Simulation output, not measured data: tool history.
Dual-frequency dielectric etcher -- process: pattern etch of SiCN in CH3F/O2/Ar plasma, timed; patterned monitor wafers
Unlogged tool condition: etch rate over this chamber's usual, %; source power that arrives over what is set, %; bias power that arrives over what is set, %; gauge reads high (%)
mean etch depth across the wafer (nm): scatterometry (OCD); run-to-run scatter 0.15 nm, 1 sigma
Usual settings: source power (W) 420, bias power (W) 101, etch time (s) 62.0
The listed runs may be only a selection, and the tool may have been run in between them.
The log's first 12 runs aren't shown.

run	hour	source power (W)	bias power (W)	etch time (s)	wafers since the last listed run	hours since the last wet clean	hours since the last source power generator calibration	hours since the last bias power generator calibration	hours since the last upper electrode change	hours since the gauge calibration	read-back reference wafer on the same gauge, depth_nm	mean etch depth across the wafer (nm)
13	261.7	420	101	62.0	289	210.7	2716.6	1942.7	6242.6	482.1	25.38	27.32
14	280.9	420	101	62.0	185	229.9	2735.8	1961.9	6261.8	501.3	25.37	27.28
15	313.6	420	101	62.0	315	262.6	2768.5	1994.6	6294.5	534.0	25.35	27.67
# hour 328.0: gauge calibrated
16	331.6	420	101	73.0	173	280.6	2786.5	2012.6	6312.5	3.6	25.41	32.46
# hour 379.1: upper electrode replaced
17	379.6	460	89	67.5	231	328.6	2834.5	2060.6	0.5	51.6	25.41	29.37
18	379.9	420	101	62.0	2	328.9	2834.8	2060.9	0.8	51.9	25.32	27.73
19	405.3	420	101	62.0	244	354.3	2860.2	2086.3	26.2	77.3	25.42	28.02
# hour 418.4: source power generator calibrated
20	418.9	490	94	52.5	92	367.9	0.5	2099.9	39.8	90.9	25.36	23.91
# hour 438.7: bias power generator calibrated
# hour 454.3: wet clean of the chamber
21	454.8	370	124	49.5	157	0.5	36.4	16.1	75.7	126.8	25.43	22.82
22	455.2	340	114	69.5	3	0.9	36.8	16.5	76.1	127.2	25.37	30.04
23	484.0	420	90	51.5	277	29.7	65.6	45.3	104.9	156.0	25.39	20.57
24	507.4	420	112	62.0	225	53.1	89.0	68.7	128.3	179.4	25.37	28.15
25	523.2	420	101	56.5	152	68.9	104.8	84.5	144.1	195.2	25.39	24.47
26	538.0	420	101	62.0	142	83.7	119.6	99.3	158.9	210.0	25.43	26.76
27	564.7	420	101	76.0	257	110.4	146.3	126.0	185.6	236.7	25.45	33.25
28	578.3	420	101	62.0	131	124.0	159.9	139.6	199.2	250.3	25.43	26.89
29	609.4	420	115	53.0	299	155.1	191.0	170.7	230.3	281.4	25.43	24.70
30	639.5	350	92	67.0	290	185.2	221.1	200.8	260.4	311.5	25.36	26.47

Below are 4 alternative next runs, each starting from the tool's condition after run 30. Predict each:
A	639.9	420	101	79.0	3	185.6	221.5	201.2	260.8	311.9	?	?
B	639.9	340	114	46.5	3	185.6	221.5	201.2	260.8	311.9	?	?
C	639.9	490	101	68.5	3	185.6	221.5	201.2	260.8	311.9	?	?
D	639.9	350	90	53.0	3	185.6	221.5	201.2	260.8	311.9	?	?

run	read-back reference wafer on the same gauge, depth_nm	mean etch depth across the wafer (nm)
A	25.38	34.65
B	25.38	20.59
C	25.38	31.36
D	25.38	20.77
Without the tool's unlogged condition, the same runs would have read:
run	mean etch depth across the wafer (nm)
A	33.98
B	20.20
C	30.76
D	20.37
